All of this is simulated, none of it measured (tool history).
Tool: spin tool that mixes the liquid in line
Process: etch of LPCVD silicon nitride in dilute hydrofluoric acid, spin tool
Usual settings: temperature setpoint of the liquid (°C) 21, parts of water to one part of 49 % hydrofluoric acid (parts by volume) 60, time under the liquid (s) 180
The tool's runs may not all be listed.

run,hour,temperature setpoint of the liquid (°C),parts of water to one part of 49 % hydrofluoric acid (parts by volume),time under the liquid (s),wafers since the last listed run,hours since the thermometer was replaced,hours since the hydrofluoric acid flow meter was replaced,hours since the gauge calibration,"read-back film thickness of the LPCVD silicon nitride reference wafer, read on the same gauge (nm)",thickness taken off the LPCVD silicon nitride on a monitor wafer (Å)
1,0,21,40,180,0,2258.4,525.2,307.4,80.016,18.55
2,18.7,21,50,150,83,2277.1,543.9,326.1,80.011,12.62
3,44.4,21,50,150,115,2302.8,569.6,351.8,79.98,12.66
4,58.4,21,50,150,62,2316.8,583.6,365.8,80.018,12.93
5,71,21,60,140,56,2329.4,596.2,378.4,79.984,10.02
6,93.2,21,60,140,99,2351.6,618.4,400.6,79.977,10
7,128.5,21,60,180,158,2386.9,653.7,435.9,80,13.03
8,145.5,21,60,180,76,2403.9,670.7,452.9,79.995,12.8
9,160,21,60,180,65,2418.4,685.2,467.4,79.99,13.11
# hour 173.5: gauge calibrated
10,176.7,21,60,180,74,2435.1,701.9,3.2,79.978,12.97
11,189.3,21,60,180,56,2447.7,714.5,15.8,79.997,13.27
12,216.7,21,60,180,123,2475.1,741.9,43.2,79.991,12.5
13,230.3,25.5,60,125,61,2488.7,755.5,56.8,79.997,11.95
14,256.5,24,35,240,117,2514.9,781.7,83,79.991,36.04
# hour 295.3: hydrofluoric acid flow meter replaced
15,321.8,21,60,180,288,2580.2,26.5,148.3,80.023,11.92
16,336.7,21,60,180,66,2595.1,41.4,163.2,79.997,12.04
17,348.7,23,60,180,53,2607.1,53.4,175.2,80.009,13.68
18,370.9,21,60,180,99,2629.3,75.6,197.4,80.025,11.85
# hour 372.8: thermometer replaced
19,394.9,21,60,80,103,22.1,99.6,221.4,80.012,5.4
20,425.6,21,60,180,137,52.8,130.3,252.1,79.997,12.12
21,444.4,21,60,285,84,71.6,149.1,270.9,79.989,19.38
22,459.2,25.5,80,180,66,86.4,163.9,285.7,79.991,12.34
23,472.9,21,60,180,61,100.1,177.6,299.4,80.005,12.61
24,506.4,19,35,270,150,133.6,211.1,332.9,79.991,27.48
25,526.8,21,60,110,91,154,231.5,353.3,79.984,7.63

Hidden state at the last listed run before each entry between runs and at the first one after, where it differs:
Between runs 9 and 10: gauge calibrated (hour 173.5)
  hydrofluoric acid flow above the setpoint (%): 8.81 -> 9.02
  measured less the result without the state, thickness taken off the LPCVD silicon nitride on a monitor wafer (Å): +1.04 -> +1.05
Between runs 14 and 15: hydrofluoric acid flow meter replaced (hour 295.3)
  hydrofluoric acid flow above the setpoint (%): 10 -> 0.881
  measured less the result without the state, thickness taken off the LPCVD silicon nitride on a monitor wafer (Å): +3.19 -> +0.1
Between runs 18 and 19: thermometer replaced (hour 372.8)
  hydrofluoric acid flow above the setpoint (%): 1.49 -> 1.79
  measured less the result without the state, thickness taken off the LPCVD silicon nitride on a monitor wafer (Å): +0.17 -> +0.1
